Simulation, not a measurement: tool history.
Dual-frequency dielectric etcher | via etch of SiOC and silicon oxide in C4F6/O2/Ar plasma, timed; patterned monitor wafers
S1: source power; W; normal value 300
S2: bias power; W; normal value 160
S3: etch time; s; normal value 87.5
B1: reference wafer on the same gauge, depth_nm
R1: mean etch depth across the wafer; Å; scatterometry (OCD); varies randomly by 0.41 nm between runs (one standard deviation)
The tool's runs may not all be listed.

| run | hour | S1 | S2 | S3 | B1 | R1 |
|---|---|---|---|---|---|---|
| 1 | 0 | 300 | 160 | 87.5 | 84.4 | 988 |
|  | 23.8 | bias power generator calibrated |
|  | 26.9 | source power generator calibrated |
| 2 | 29.9 | 350 | 160 | 87.5 | 84.4 | 1082 |
| 3 | 63.8 | 350 | 160 | 87.5 | 84.4 | 1081 |
| 4 | 93.7 | 350 | 160 | 87.5 | 84.4 | 1078 |
| 5 | 107.7 | 240 | 168 | 87.5 | 84.3 | 861 |
| 6 | 123.2 | 330 | 160 | 87.5 | 84.5 | 1037 |
| 7 | 157.9 | 300 | 160 | 87.5 | 84.4 | 979 |
| 8 | 192.8 | 300 | 127 | 87.5 | 84.5 | 930 |
| 9 | 226.2 | 260 | 130 | 108 | 84.4 | 1047 |
| 10 | 251.1 | 360 | 194 | 87.5 | 84.4 | 1151 |
| 11 | 272.1 | 360 | 195 | 109.5 | 84.4 | 1437 |
|  | 301.1 | upper electrode replaced |
| 12 | 301.6 | 340 | 145 | 101 | 84.4 | 1190 |
| 13 | 303.4 | 260 | 191 | 73.5 | 84.4 | 795 |
| 14 | 325.8 | 320 | 187 | 87.5 | 84.4 | 1067 |
| 15 | 340.7 | 300 | 160 | 102.5 | 84.4 | 1157 |
| 16 | 369.9 | 380 | 150 | 97.5 | 84.3 | 1240 |
| 17 | 394.9 | 220 | 180 | 65.5 | 84.3 | 614 |
| 18 | 422.8 | 300 | 160 | 87.5 | 84.4 | 982 |
| 19 | 451.5 | 300 | 160 | 87.5 | 84.5 | 988 |
|  | 476.3 | wet clean of the chamber |
| 20 | 480.8 | 300 | 160 | 87.5 | 84.4 | 988 |
| 21 | 510 | 280 | 183 | 108 | 84.5 | 1208 |
|  | 529.5 | gauge calibrated |
| 22 | 542.7 | 300 | 125 | 106.5 | 84.4 | 1119 |
| 23 | 578.3 | 300 | 160 | 87.5 | 84.3 | 986 |
| 24 | 604.9 | 240 | 195 | 70 | 84.3 | 711 |
| 25 | 630 | 300 | 144 | 67 | 84.4 | 730 |
| 26 | 662 | 350 | 160 | 87.5 | 84.5 | 1072 |
| 27 | 682.8 | 330 | 160 | 87.5 | 84.5 | 1048 |
| 28 | 710.9 | 340 | 187 | 111.5 | 84.5 | 1407 |
| 29 | 738.2 | 300 | 196 | 87.5 | 84.4 | 1039 |
| 30 | 757.6 | 260 | 160 | 87.5 | 84.4 | 894 |
| 31 | 776.2 | 300 | 178 | 64 | 84.4 | 738 |

Alternative continuations, all from the tool just after run 31; predict every row:
| A | 776.6 | 300 | 137 | 87.5 | ? | ? |
| B | 776.6 | 280 | 143 | 103.5 | ? | ? |
| C | 776.6 | 280 | 141 | 108 | ? | ? |

| run | B1 | R1 |
|---|---|---|
| A | 84.4 | 950 |
| B | 84.4 | 1086 |
| C | 84.4 | 1130 |
Without the tool's hidden state the same runs would have given:
| run | R1 |
|---|---|
| A | 950 |
| B | 1086 |
| C | 1130 |

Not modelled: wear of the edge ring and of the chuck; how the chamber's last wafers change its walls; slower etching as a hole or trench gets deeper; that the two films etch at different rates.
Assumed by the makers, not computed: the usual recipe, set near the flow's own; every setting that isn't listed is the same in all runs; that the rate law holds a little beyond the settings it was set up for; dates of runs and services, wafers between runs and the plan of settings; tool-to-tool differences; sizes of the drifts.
